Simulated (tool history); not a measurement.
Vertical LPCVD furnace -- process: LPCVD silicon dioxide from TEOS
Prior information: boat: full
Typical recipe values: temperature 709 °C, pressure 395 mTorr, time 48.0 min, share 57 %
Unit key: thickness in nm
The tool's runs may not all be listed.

| run | hour | temperature | pressure | time | share | read-back reference wafer on the same gauge, thickness | thickness |
|---|---|---|---|---|---|---|---|
| 1 | 0.0 | 701 | 395 | 48.0 | 57 | 400.94 | 405.85 |
| 2 | 7.8 | 701 | 395 | 48.0 | 57 | 401.15 | 406.83 |
| 3 | 28.9 | 709 | 355 | 48.0 | 57 | 400.96 | 461.44 |
| 4 | 42.8 | 709 | 355 | 48.0 | 57 | 401.11 | 461.98 |
| 5 | 58.5 | 702 | 395 | 48.0 | 57 | 401.00 | 414.11 |
|  | 120.8 | TEOS flow controller replaced |
| 6 | 121.3 | 702 | 395 | 48.0 | 57 | 400.93 | 416.31 |
|  | 125.7 | gauge calibrated |
| 7 | 125.9 | 702 | 395 | 48.0 | 57 | 401.12 | 416.01 |
| 8 | 130.5 | 709 | 395 | 48.0 | 57 | 401.13 | 489.33 |
|  | 164.2 | pressure gauge zeroed |
| 9 | 164.7 | 709 | 395 | 48.0 | 57 | 400.96 | 488.95 |
| 10 | 169.3 | 709 | 395 | 48.0 | 57 | 401.04 | 487.50 |
| 11 | 174.3 | 709 | 395 | 48.0 | 57 | 400.89 | 487.56 |
| 12 | 182.9 | 709 | 395 | 48.0 | 57 | 401.07 | 487.28 |
| 13 | 189.5 | 709 | 395 | 48.0 | 57 | 400.93 | 489.66 |
| 14 | 202.5 | 709 | 395 | 42.0 | 57 | 400.93 | 427.46 |
| 15 | 217.6 | 704 | 395 | 41.5 | 57 | 401.10 | 376.94 |
|  | 252.7 | thermocouples replaced and temperature profile calibrated |
| 16 | 253.2 | 697 | 395 | 59.0 | 64 | 400.82 | 451.03 |
| 17 | 257.8 | 717 | 395 | 36.5 | 57 | 400.95 | 416.25 |
| 18 | 262.5 | 700 | 445 | 54.0 | 49 | 400.87 | 411.23 |
| 19 | 273.9 | 709 | 360 | 29.0 | 65 | 400.98 | 282.40 |
| 20 | 289.4 | 705 | 475 | 39.5 | 57 | 400.95 | 377.54 |
| 21 | 321.8 | 709 | 395 | 33.0 | 57 | 401.01 | 314.85 |
| 22 | 340.5 | 709 | 435 | 48.0 | 57 | 400.90 | 481.81 |
| 23 | 351.5 | 709 | 395 | 48.0 | 60 | 401.01 | 469.60 |
| 24 | 364.3 | 709 | 395 | 61.0 | 66 | 401.02 | 625.70 |
| 25 | 371.8 | 709 | 460 | 48.0 | 57 | 400.94 | 495.49 |
| 26 | 380.7 | 709 | 395 | 48.0 | 57 | 401.03 | 458.67 |
| 27 | 390.9 | 709 | 395 | 33.0 | 57 | 400.97 | 314.69 |
| 28 | 404.6 | 709 | 395 | 34.5 | 57 | 400.98 | 330.11 |
| 29 | 414.1 | 702 | 395 | 48.0 | 57 | 401.14 | 390.48 |
| 30 | 424.1 | 709 | 365 | 41.5 | 57 | 400.74 | 381.64 |
| 31 | 431.4 | 718 | 325 | 53.5 | 50 | 400.98 | 534.53 |
| 32 | 439.8 | 709 | 445 | 48.0 | 57 | 401.06 | 486.53 |

Alternative continuations, all from the tool just after run 32; predict every row:
| A | 444.5 | 709 | 395 | 48.0 | 57 | ? | ? |
| B | 444.5 | 709 | 395 | 48.0 | 51 | ? | ? |
| C | 444.5 | 716 | 335 | 48.0 | 57 | ? | ? |

| run | read-back reference wafer on the same gauge, thickness | thickness |
|---|---|---|
| A | 401.10 | 460.70 |
| B | 401.10 | 435.78 |
| C | 401.10 | 497.01 |
Without the tool's hidden state the same runs would have given:
| run | thickness |
|---|---|
| A | 447.44 |
| B | 423.24 |
| C | 482.91 |
